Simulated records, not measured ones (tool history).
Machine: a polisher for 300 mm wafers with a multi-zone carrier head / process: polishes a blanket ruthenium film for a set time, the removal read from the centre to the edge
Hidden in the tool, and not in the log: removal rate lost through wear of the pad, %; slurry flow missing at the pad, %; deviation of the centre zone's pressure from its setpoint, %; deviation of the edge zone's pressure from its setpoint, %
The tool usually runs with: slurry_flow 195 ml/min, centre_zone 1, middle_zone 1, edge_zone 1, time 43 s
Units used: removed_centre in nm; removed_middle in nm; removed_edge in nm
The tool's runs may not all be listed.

run    hour  slurry_flow  centre_zone  middle_zone  edge_zone  time  wafers since the last listed run  wafers polished on this pad  hours since the slurry nozzle was cleaned  hours since the centre zone pressure was calibrated  hours since the edge zone pressure was calibrated  hours since the carrier head's membrane was replaced  incoming thickness of the incoming film, nm  removed_centre  removed_middle  removed_edge
  1       0          195            1            1          1    43                                 0                         1843                                      332.8                                                   49                                              359.4                                                1271.2                                        555.2              55            55.7          55.7
  2    36.7          195            1         1.05          1    43                               512                         2355                                      369.5                                                 85.7                                              396.1                                                1307.9                                        562.7            53.2            58.5          55.1
       50.8  -- carrier head's membrane replaced by a new one
  3   104.4          195            1            1          1    43                               875                         3231                                      437.2                                                153.4                                              463.8                                                  53.6                                        560.1            52.5            56.3          55.2
  4   154.8          195            1            1          1    43                               703                         3935                                      487.6                                                203.8                                              514.2                                                   104                                        565.5            49.8            55.7          56.2
      178.7  -- worn pad replaced by a new one
        182  -- edge zone pressure recalibrated
  5   213.5          195         1.09         0.91          1    53                               736                          457                                      546.3                                                262.5                                               31.5                                                 162.7                                        548.8            66.8            62.3          68.7
  6     238          175         0.94          0.9        0.9    43                               342                          799                                      570.8                                                  287                                                 56                                                 187.2                                        570.9            44.5            49.1          51.2
      251.9  -- centre zone pressure recalibrated
  7   271.1          250            1         1.12       1.09    39                               434                         1234                                      603.9                                                 19.2                                               89.1                                                 220.3                                        564.4            51.5              56          52.6
  8   310.8          195         1.12         1.04       1.06    43                               554                         1788                                      643.6                                                 58.9                                              128.8                                                   260                                        555.9            59.2            56.1          55.5
  9     352          255            1            1          1    43                               575                         2364                                      684.8                                                100.1                                                170                                                 301.2                                        563.2            55.1            56.3          54.6
 10   413.3          195            1            1          1    43                               856                         3220                                      746.1                                                161.4                                              231.3                                                 362.5                                        560.3            49.7            53.7          54.5
 11   465.4          195            1            1          1    43                               727                         3948                                      798.2                                                213.5                                              283.4                                                 414.6                                        563.3            48.7            52.1            53
 12   514.8          195            1         1.03          1    39                               689                         4637                                      847.6                                                262.9                                              332.8                                                   464                                        556.7            43.1            47.9          48.9
      556.8  -- worn pad replaced by a new one
 13   564.2          195            1            1          1    43                               634                          104                                        897                                                312.3                                              382.2                                                 513.4                                        555.5            43.7            50.3          51.8
      568.6  -- slurry nozzle cleaned
      577.5  -- centre zone pressure recalibrated
 14   619.4          195            1            1       0.93    43                               729                          833                                       50.8                                                 41.9                                              437.4                                                 568.6                                        556.1            54.6            57.1          54.7
 15   646.8          195            1            1          1    43                               382                         1215                                       78.2                                                 69.3                                              464.8                                                   596                                        563.2            53.9            56.4          55.6
 16   716.8          195            1            1          1    47                               977                         2193                                      148.2                                                139.3                                              534.8                                                   666                                        557.1            57.3              62          59.7
      722.4  -- edge zone pressure recalibrated
 17   763.3          195         1.12         1.07          1    29                               621                         2815                                      194.7                                                185.8                                               40.9                                                 712.5                                          551            40.4            40.1            38
 18   816.9          195            1         0.89          1    37                               748                         3563                                      248.3                                                239.4                                               94.5                                                 766.1                                        552.7            43.6            44.1          48.2
 19   849.4          175            1         1.07       0.89    54                               453                         4017                                      280.8                                                271.9                                                127                                                 798.6                                        558.7            62.3              73          67.2
 20   904.8          225          1.1         1.06       1.04    43                               773                         4791                                      336.2                                                327.3                                              182.4                                                   854                                        565.7            54.8            60.3          57.5
      912.8  -- worn pad replaced by a new one
      915.8  -- centre zone pressure recalibrated
 21   950.8          215            1            1          1    55                               558                          502                                      382.2                                                   35                                              228.4                                                   900                                        559.8            70.3              73            71
 22   998.7          195            1            1          1    43                               669                         1171                                      430.1                                                 82.9                                              276.3                                                 947.9                                        556.2              53            55.5          57.1
 23  1033.7          195            1            1          1    47                               488                         1660                                      465.1                                                117.9                                              311.3                                                 982.9                                        559.2            56.9            60.8          58.8

Run by run, hidden condition taken away, random variation retained:
run  removed_centre  removed_middle  removed_edge
  1            57.4            56.3          56.2
  2            56.2            59.3          55.7
  3              57            57.4            56
  4            55.3              57          57.2
  5            76.2            64.3          70.3
  6            51.7            51.1          52.7
  7            53.7            57.8          53.8
  8            63.6            58.7          57.4
  9            59.5            58.6          56.3
 10            56.5            57.5          57.2
 11            57.2            56.6          56.2
 12            52.5              53          52.5
 13            55.4            56.8          56.4
 14            56.3            57.3          54.8
 15            56.1            56.6          55.8
 16            61.1            62.3          59.9
 17            43.8            40.4          38.2
 18            48.1            44.5          48.6
 19            69.8            73.8          67.8
 20            62.5              61            58
 21            74.2              74          71.8
 22            57.1            56.7          57.9
 23            62.3            62.3          59.9
